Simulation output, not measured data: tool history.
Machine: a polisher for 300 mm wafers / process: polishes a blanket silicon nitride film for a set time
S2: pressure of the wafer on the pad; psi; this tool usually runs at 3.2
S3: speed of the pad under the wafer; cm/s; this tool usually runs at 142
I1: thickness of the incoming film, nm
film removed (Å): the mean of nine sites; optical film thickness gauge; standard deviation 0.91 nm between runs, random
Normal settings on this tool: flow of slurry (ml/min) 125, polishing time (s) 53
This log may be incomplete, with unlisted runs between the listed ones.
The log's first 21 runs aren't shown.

At hour 543.5: worn pad replaced by a new one.
Run 22, hour 605.1: usual settings; I1 768. Result: film removed (Å) 1070.
Run 23, hour 633.4: usual settings but flow of slurry (ml/min) 100, S3 186 cm/s; I1 769.3. Result: film removed (Å) 1279.
Run 24, hour 661.3: usual settings but S2 3.8 psi; I1 763.4. Result: film removed (Å) 1244.
Run 25, hour 682.1: usual settings but flow of slurry (ml/min) 115; I1 778. Result: film removed (Å) 1027.
Run 26, hour 700.4: usual settings but S2 3.5 psi, S3 126 cm/s, polishing time (s) 61; I1 762.1. Result: film removed (Å) 1174.
Run 27, hour 735.9: usual settings but flow of slurry (ml/min) 140, S2 3.8 psi, S3 156 cm/s, polishing time (s) 69; I1 775.9. Result: film removed (Å) 1684.
At hour 746.4: worn pad replaced by a new one.
Run 28, hour 755.1: usual settings; I1 768.7. Result: film removed (Å) 1082.
At hour 765.6: head pressure recalibrated.
Run 29, hour 776.7: usual settings; I1 757.2. Result: film removed (Å) 1079.
Run 30, hour 809.7: usual settings; I1 768.6. Result: film removed (Å) 1084.
Run 31, hour 831.2: usual settings but S3 180 cm/s; I1 765.7. Result: film removed (Å) 1304.
Run 32, hour 863: usual settings; I1 772.7. Result: film removed (Å) 1058.
Run 33, hour 891.2: usual settings but S2 4 psi; I1 767.6. Result: film removed (Å) 1271.
Run 34, hour 907.9: usual settings but flow of slurry (ml/min) 145; I1 757.9. Result: film removed (Å) 1047.
Run 35, hour 933.3: usual settings but flow of slurry (ml/min) 90, S2 4.1 psi, S3 112 cm/s; I1 773.8. Result: film removed (Å) 970.
At hour 940.6: worn pad replaced by a new one.
Run 36, hour 954.6: usual settings but flow of slurry (ml/min) 95, S2 2.6 psi, S3 166 cm/s, polishing time (s) 34; I1 767.5. Result: film removed (Å) 587.
Run 37, hour 980.9: usual settings but flow of slurry (ml/min) 150, S2 2.1 psi, S3 122 cm/s, polishing time (s) 65; I1 761.6. Result: film removed (Å) 786.
Run 38, hour 1008.9: usual settings but flow of slurry (ml/min) 155, S3 176 cm/s; I1 768.2. Result: film removed (Å) 1304.

Branching from run 38: 3 alternative next runs. What would each branch give?
Run A, hour 1009.3: usual settings but S3 162 cm/s; I1 772.1. Result: film removed (Å) ?.
Run B, hour 1009.3: usual settings but flow of slurry (ml/min) 145, S3 162 cm/s; I1 772.1. Result: film removed (Å) ?.
Run C, hour 1009.3: usual settings but flow of slurry (ml/min) 155, S2 4.1 psi, S3 124 cm/s; I1 772.1. Result: film removed (Å) ?.

run  film removed (Å)
  A              1173
  B              1206
  C              1262
Without the tool's unlogged condition, the same runs would have read:
run  film removed (Å)
  A              1198
  B              1231
  C              1288
